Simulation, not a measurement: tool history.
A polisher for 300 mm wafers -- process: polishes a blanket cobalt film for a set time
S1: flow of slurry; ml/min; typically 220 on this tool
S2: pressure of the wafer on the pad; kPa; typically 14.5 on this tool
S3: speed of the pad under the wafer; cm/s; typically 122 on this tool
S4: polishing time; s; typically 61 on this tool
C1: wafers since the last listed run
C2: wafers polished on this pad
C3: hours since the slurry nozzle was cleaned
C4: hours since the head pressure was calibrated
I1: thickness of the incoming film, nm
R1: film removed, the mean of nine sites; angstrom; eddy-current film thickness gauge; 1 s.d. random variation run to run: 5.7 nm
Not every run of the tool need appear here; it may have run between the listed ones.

run	day	S1	S2	S3	S4	C1	C2	C3	C4	I1	R1
1	0	220	14.5	122	77	0	1653	109.6	128.5	1075.4	5768
# day 2.862: worn pad replaced by a new one
2	2.883	220	14.5	122	77	441	3	178.8	197.7	1081.5	5618
3	5.1	220	14.5	122	77	360	363	232	250.9	1087.3	5623
4	7.792	220	14.5	122	74	437	800	296.6	315.5	1097.4	5320
5	10.254	220	14.5	122	74	399	1200	355.7	374.6	1094.5	5447
# day 10.454: head pressure recalibrated
6	14.262	220	14.5	122	74	637	1838	451.9	91.4	1100.7	5285
# day 15.479: worn pad replaced by a new one
7	17.262	220	14.5	122	61	460	289	523.9	163.4	1071.3	4293
8	19.079	240	14.5	122	61	295	584	567.5	207	1097.6	4403
9	21.692	240	14.5	122	61	424	1008	630.2	269.7	1102.4	4426
10	25.175	220	14.5	122	61	565	1574	713.8	353.3	1070.8	4322
# day 26.962: head pressure recalibrated
11	29.533	220	14.5	122	47	694	2268	818.4	61.7	1092.3	3312
# day 29.846: worn pad replaced by a new one
# day 31.017: slurry nozzle cleaned
12	32.292	220	14.5	122	61	414	390	30.6	127.9	1091.4	4199
13	36.088	275	14.5	134	79	616	1006	121.7	219	1081	6058
14	39.433	220	14.5	104	61	543	1550	202	299.3	1082	3421
15	41.925	220	14.5	84	61	404	1954	261.8	359.1	1095.7	2768
# day 42.65: head pressure recalibrated
# day 42.825: slurry nozzle cleaned, repeated, since the last time left the tool worse
# day 43.325: worn pad replaced by a new one
16	45.867	220	14.5	122	55	592	413	73	77.2	1070.7	4013
17	49.779	220	14.5	122	61	635	1048	166.9	171.1	1090.7	4517
18	54.046	220	11	122	61	692	1741	269.3	273.5	1098.5	3382
# day 55.717: worn pad replaced by a new one
19	58.008	220	19.3	80	81	616	372	364.4	368.6	1078	5203
20	61.071	220	14.5	122	61	497	869	437.9	442.1	1099	4422
# day 61.671: head pressure recalibrated
21	64.204	275	14.5	122	72	495	1364	513.1	60.8	1086.3	5388
22	66.138	245	19.3	122	61	314	1678	559.5	107.2	1092.3	5926

Forecast each of these 3 alternatives for the next run:
A	66.154	220	14.5	122	61	2	1681	559.9	107.6	1104.4	?
B	66.154	220	14.5	122	72	2	1681	559.9	107.6	1104.4	?
C	66.154	220	15.9	142	44	2	1681	559.9	107.6	1104.4	?

run	R1
A	4307
B	5084
C	3953
Had the tool no hidden state, the same runs would have come out as:
run	R1
A	4421
B	5218
C	4057

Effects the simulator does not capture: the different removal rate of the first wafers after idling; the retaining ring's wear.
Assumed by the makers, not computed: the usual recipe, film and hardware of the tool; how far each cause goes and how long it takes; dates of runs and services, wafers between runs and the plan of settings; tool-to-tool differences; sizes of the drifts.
